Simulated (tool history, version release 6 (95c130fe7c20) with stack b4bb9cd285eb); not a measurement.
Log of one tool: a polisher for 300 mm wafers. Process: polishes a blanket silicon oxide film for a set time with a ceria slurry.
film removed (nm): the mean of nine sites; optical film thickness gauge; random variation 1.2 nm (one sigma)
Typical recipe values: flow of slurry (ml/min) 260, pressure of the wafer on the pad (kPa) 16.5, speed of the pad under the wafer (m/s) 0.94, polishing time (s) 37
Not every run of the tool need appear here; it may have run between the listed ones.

run   hour  flow of slurry (ml/min)  pressure of the wafer on the pad (kPa)  speed of the pad under the wafer (m/s)  polishing time (s)  wafers since the last listed run  wafers polished on this pad  hours since the slurry nozzle was cleaned  hours since the head pressure was calibrated  incoming thickness of the incoming film, nm  film removed (nm)
  1      0                      260                                    16.5                                     0.8                  37                                 0                          530                                      357.6                                         154.3                                       1292.6                 98
  2    7.9                      260                                    16.5                                     0.8                  37                                88                          618                                      365.5                                         162.2                                       1268.6              100.1
  3   15.5                      260                                    16.5                                    0.94                  37                                85                          703                                      373.1                                         169.8                                       1272.1              117.6
  4   29.3                      260                                    16.5                                    0.94                  37                               154                          858                                      386.9                                         183.6                                         1254              114.6
  5   37.8                      260                                    18.6                                    0.94                  37                                95                          953                                      395.4                                         192.1                                       1260.7              124.7
  6   52.6                      260                                    16.5                                    0.82                  37                               165                         1118                                      410.2                                         206.9                                       1269.1                101
  7   68.7                      260                                    16.5                                    0.82                  37                               180                         1299                                      426.3                                           223                                       1274.1              101.5
  8   81.6                      260                                    16.5                                    0.94                  37                               144                         1443                                      439.2                                         235.9                                       1268.3              114.7
  9   92.6                      260                                    16.5                                    0.94                  37                               123                         1566                                      450.2                                         246.9                                       1256.1              115.2
     102.2  -- worn pad replaced by a new one
 10  109.4                      260                                    16.5                                    0.94                  37                               143                           80                                        467                                         263.7                                         1266              116.7
 11  122.5                      260                                    16.5                                    0.94                  37                               146                          227                                      480.1                                         276.8                                       1293.2              114.9
 12  129.5                      260                                    16.5                                    0.94                  32                                78                          305                                      487.1                                         283.8                                       1283.7               99.8
 13  143.5                      260                                    16.5                                    0.94                  32                               156                          462                                      501.1                                         297.8                                       1266.7               99.8
 14  150.1                      325                                    16.5                                    0.94                  37                                73                          536                                      507.7                                         304.4                                       1279.3              118.5
 15  192.5                      330                                    14.5                                    1.12                  49                               474                         1011                                      550.1                                         346.8                                       1272.6              171.4
 16  200.1                      295                                    16.5                                    0.94                  37                                85                         1096                                      557.7                                         354.4                                       1251.3              115.1
 17  211.3                      260                                    16.5                                    0.78                  44                               125                         1221                                      568.9                                         365.6                                       1258.6              112.9
 18  219.6                      190                                    15.2                                    0.94                  37                                92                         1314                                      577.2                                         373.9                                       1264.2              100.3
 19  232.9                      260                                    16.5                                    0.94                  27                               148                         1463                                      590.5                                         387.2                                       1276.6                 84
     245.8  -- worn pad replaced by a new one
     261.7  -- slurry nozzle cleaned
 20  272.9                      210                                    16.5                                    0.68                  29                               391                          292                                       11.2                                         427.2                                       1262.3               66.8

Expected results for the next run?
 21  290.9                      260                                    16.5                                    0.94                  37                               201                          493                                       29.2                                         445.2                                       1281.1                  ?

{"run 21": {"film removed (nm)": 122.9}}
Without the tool's hidden state the same run would have given film removed (nm) 123.6.

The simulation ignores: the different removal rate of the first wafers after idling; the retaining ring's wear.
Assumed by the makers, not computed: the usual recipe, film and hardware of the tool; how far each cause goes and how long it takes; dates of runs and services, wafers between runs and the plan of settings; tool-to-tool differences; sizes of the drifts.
